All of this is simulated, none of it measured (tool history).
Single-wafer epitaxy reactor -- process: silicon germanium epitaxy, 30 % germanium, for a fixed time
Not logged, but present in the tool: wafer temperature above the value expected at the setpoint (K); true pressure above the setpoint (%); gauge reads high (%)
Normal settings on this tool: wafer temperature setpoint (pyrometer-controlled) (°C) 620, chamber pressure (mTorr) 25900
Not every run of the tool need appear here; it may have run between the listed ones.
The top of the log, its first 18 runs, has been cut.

run,hour,wafer temperature setpoint (pyrometer-controlled) (°C),chamber pressure (mTorr),wafers since the last listed run,hours since the last pyrometer calibration,hours since the last manometer calibration,hours since the showerhead was replaced,hours since the gauge calibration,"read-back reference wafer on the same gauge, thickness_nm",mean film thickness on the monitor wafer (Å)
19,217.2,613,21600,143,13.0,2468.5,155.5,309.2,112.835,802.69
# hour 227.3: capacitance manometer re-zeroed and calibrated
20,227.8,620,20000,29,23.6,0.5,166.1,319.8,112.779,863.68
21,244.1,624,29400,186,39.9,16.8,182.4,336.1,112.798,1060.48
# hour 252.9: gauge calibrated
22,260.9,620,25900,192,56.7,33.6,199.2,8.0,112.873,952.08
23,278.4,612,23400,200,74.2,51.1,216.7,25.5,112.755,809.87
24,286.1,616,25900,88,81.9,58.8,224.4,33.2,112.827,894.77
25,296.1,620,25900,114,91.9,68.8,234.4,43.2,112.773,952.73
26,303.7,634,21700,87,99.5,76.4,242.0,50.8,112.802,1107.15
27,317.3,620,25900,155,113.1,90.0,255.6,64.4,112.827,956.51
28,325.0,620,25900,88,120.8,97.7,263.3,72.1,112.804,955.34
29,336.1,635,20900,127,131.9,108.8,274.4,83.2,112.834,1110.52
30,349.3,612,25900,151,145.1,122.0,287.6,96.4,112.756,843.67
31,357.3,625,25900,91,153.1,130.0,295.6,104.4,112.862,1027.31
32,375.2,610,28700,205,171.0,147.9,313.5,122.3,112.807,847.56
33,384.0,610,20500,100,179.8,156.7,322.3,131.1,112.791,751.75
34,396.5,620,25900,143,192.3,169.2,334.8,143.6,112.832,955.47
35,403.4,634,27800,79,199.2,176.1,341.7,150.5,112.761,1207.90
36,415.0,620,25900,132,210.8,187.7,353.3,162.1,112.798,952.29

3 options for the next run, each taken on its own from the tool as it stands now. Forecast them:
A,415.4,609,25900,4,211.2,188.1,353.7,162.5,?,?
B,415.4,620,21200,4,211.2,188.1,353.7,162.5,?,?
C,415.4,633,30200,4,211.2,188.1,353.7,162.5,?,?

run,"read-back reference wafer on the same gauge, thickness_nm",mean film thickness on the monitor wafer (Å)
A,112.747,803.15
B,112.747,886.85
C,112.747,1226.92
With the hidden condition removed and each run's random variation left untouched, the same runs would have given:
run,mean film thickness on the monitor wafer (Å)
A,799.71
B,883.13
C,1221.91
